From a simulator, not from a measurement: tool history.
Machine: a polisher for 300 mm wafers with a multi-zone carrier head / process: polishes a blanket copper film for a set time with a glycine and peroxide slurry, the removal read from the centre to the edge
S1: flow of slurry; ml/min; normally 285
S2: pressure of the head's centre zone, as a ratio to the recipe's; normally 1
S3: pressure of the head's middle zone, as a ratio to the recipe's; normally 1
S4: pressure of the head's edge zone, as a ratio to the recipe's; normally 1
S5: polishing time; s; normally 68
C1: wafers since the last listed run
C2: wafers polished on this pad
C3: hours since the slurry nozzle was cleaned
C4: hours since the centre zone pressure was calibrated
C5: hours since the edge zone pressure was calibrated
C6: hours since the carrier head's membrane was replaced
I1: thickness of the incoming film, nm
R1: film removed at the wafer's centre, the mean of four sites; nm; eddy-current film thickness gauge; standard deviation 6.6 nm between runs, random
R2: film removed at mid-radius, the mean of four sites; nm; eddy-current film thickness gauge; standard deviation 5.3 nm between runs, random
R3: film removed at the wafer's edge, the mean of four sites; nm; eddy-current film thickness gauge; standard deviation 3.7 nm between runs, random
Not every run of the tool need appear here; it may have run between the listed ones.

| run | hour | S1 | S2 | S3 | S4 | S5 | C1 | C2 | C3 | C4 | C5 | C6 | I1 | R1 | R2 | R3 |
|---|---|---|---|---|---|---|---|---|---|---|---|---|---|---|---|---|
| 1 | 0 | 285 | 1 | 1 | 1 | 68 | 0 | 2844 | 15.6 | 333.9 | 69.1 | 985 | 2331.7 | 535.7 | 533 | 528 |
| 2 | 31.5 | 285 | 1 | 1 | 1 | 68 | 287 | 3131 | 47.1 | 365.4 | 100.6 | 1016.5 | 2338.6 | 521.4 | 523.1 | 538.1 |
| 3 | 93.3 | 315 | 0.89 | 0.88 | 1 | 83 | 563 | 3695 | 108.9 | 427.2 | 162.4 | 1078.3 | 2313.9 | 588.3 | 601.6 | 657 |
|  | 145.6 | worn pad replaced by a new one |
| 4 | 146.1 | 205 | 1.04 | 1.08 | 1 | 86 | 445 | 4 | 161.7 | 480 | 215.2 | 1131.1 | 2309.8 | 645.4 | 664 | 651.5 |
|  | 164.2 | centre zone pressure recalibrated |
| 5 | 330.7 | 285 | 1 | 1 | 1 | 81 | 1666 | 1670 | 346.3 | 166.5 | 399.8 | 1315.7 | 2298.7 | 631.6 | 618.5 | 636.3 |
| 6 | 385.8 | 285 | 1 | 0.9 | 1 | 68 | 502 | 2173 | 401.4 | 221.6 | 454.9 | 1370.8 | 2332.3 | 524.1 | 496.7 | 526.2 |
| 7 | 437.7 | 330 | 1.06 | 1.07 | 1 | 44 | 473 | 2647 | 453.3 | 273.5 | 506.8 | 1422.7 | 2342.2 | 367.8 | 362.5 | 347.4 |
|  | 467.4 | edge zone pressure recalibrated |
| 8 | 471.1 | 230 | 1.07 | 1.03 | 1.05 | 68 | 286 | 2933 | 486.7 | 306.9 | 3.7 | 1456.1 | 2320 | 549.8 | 515.5 | 536.8 |
| 9 | 503.9 | 285 | 0.89 | 1.11 | 1 | 68 | 299 | 3232 | 519.5 | 339.7 | 36.5 | 1488.9 | 2310.7 | 481.6 | 555.1 | 530 |
| 10 | 574.8 | 285 | 1 | 1 | 1.09 | 68 | 646 | 3879 | 590.4 | 410.6 | 107.4 | 1559.8 | 2311.6 | 529.2 | 527.1 | 555.1 |
|  | 618.7 | worn pad replaced by a new one |
| 11 | 620.6 | 285 | 0.93 | 1 | 1.11 | 68 | 381 | 16 | 636.2 | 456.4 | 153.2 | 1605.6 | 2330.6 | 497.8 | 532 | 552.8 |
|  | 646.4 | slurry nozzle cleaned |
| 12 | 674.3 | 285 | 1 | 1 | 1 | 68 | 480 | 497 | 27.9 | 510.1 | 206.9 | 1659.3 | 2335.4 | 533.4 | 533.7 | 530 |
|  | 690.7 | carrier head's membrane replaced by a new one |
|  | 708.6 | centre zone pressure recalibrated |
| 13 | 739.4 | 285 | 1 | 1 | 1 | 68 | 530 | 1027 | 93 | 30.8 | 272 | 48.7 | 2318.7 | 527.8 | 525.8 | 531.5 |
| 14 | 934.3 | 210 | 0.88 | 1 | 1 | 88 | 1778 | 2806 | 287.9 | 225.7 | 466.9 | 243.6 | 2368.6 | 576.5 | 636.9 | 664.4 |
| 15 | 964.1 | 285 | 1 | 1 | 1 | 68 | 271 | 3078 | 317.7 | 255.5 | 496.7 | 273.4 | 2292.4 | 525.5 | 520.9 | 533.5 |
| 16 | 1004.4 | 285 | 1 | 1 | 0.97 | 68 | 367 | 3445 | 358 | 295.8 | 537 | 313.7 | 2351 | 524.8 | 523.5 | 529.4 |
|  | 1058.2 | edge zone pressure recalibrated |
| 17 | 1072.2 | 285 | 1 | 1 | 1.09 | 80 | 600 | 4046 | 425.8 | 363.6 | 14 | 381.5 | 2310.5 | 633.3 | 612.6 | 651.3 |
| 18 | 1109.9 | 255 | 1.07 | 1 | 1 | 68 | 343 | 4390 | 463.5 | 401.3 | 51.7 | 419.2 | 2302.8 | 549.9 | 526.2 | 518.8 |
| 19 | 1169 | 285 | 1.07 | 1 | 1 | 90 | 539 | 4929 | 522.6 | 460.4 | 110.8 | 478.3 | 2323.1 | 734 | 709.1 | 700.8 |
|  | 1200 | worn pad replaced by a new one |
| 20 | 1206.2 | 285 | 1 | 1 | 1 | 68 | 302 | 56 | 559.8 | 497.6 | 148 | 515.5 | 2305.3 | 520.3 | 526.5 | 527.9 |
|  | 1302.6 | centre zone pressure recalibrated |
|  | 1360.3 | slurry nozzle cleaned |
| 21 | 1367.4 | 285 | 1 | 1 | 1 | 68 | 1443 | 1499 | 7.1 | 64.8 | 309.2 | 676.7 | 2309.6 | 535.1 | 532.1 | 531 |
| 22 | 1416.2 | 310 | 1.06 | 1.1 | 1.07 | 68 | 445 | 1944 | 55.9 | 113.6 | 358 | 725.5 | 2308.4 | 552.1 | 561.6 | 549.8 |
| 23 | 1461.1 | 285 | 1.12 | 1 | 1 | 77 | 409 | 2354 | 100.8 | 158.5 | 402.9 | 770.4 | 2334.4 | 656.2 | 594.6 | 602.2 |

Branching from run 23: 3 alternative next runs. What would each branch give?
| A | 1461.5 | 285 | 1 | 1 | 1 | 68 | 3 | 2358 | 101.2 | 158.9 | 403.3 | 770.8 | 2302.6 | ? | ? | ? |
| B | 1461.5 | 285 | 1 | 1 | 1 | 84 | 3 | 2358 | 101.2 | 158.9 | 403.3 | 770.8 | 2302.6 | ? | ? | ? |
| C | 1461.5 | 285 | 0.96 | 0.97 | 0.9 | 68 | 3 | 2358 | 101.2 | 158.9 | 403.3 | 770.8 | 2302.6 | ? | ? | ? |

| run | R1 | R2 | R3 |
|---|---|---|---|
| A | 530.6 | 521.6 | 533.6 |
| B | 655.5 | 644.4 | 659.1 |
| C | 511.6 | 512 | 510.9 |
With the hidden condition removed and each run's random variation left untouched, the same runs would have given:
| run | R1 | R2 | R3 |
|---|---|---|---|
| A | 530.6 | 521.6 | 533.6 |
| B | 655.5 | 644.4 | 659.1 |
| C | 511.6 | 512 | 510.9 |
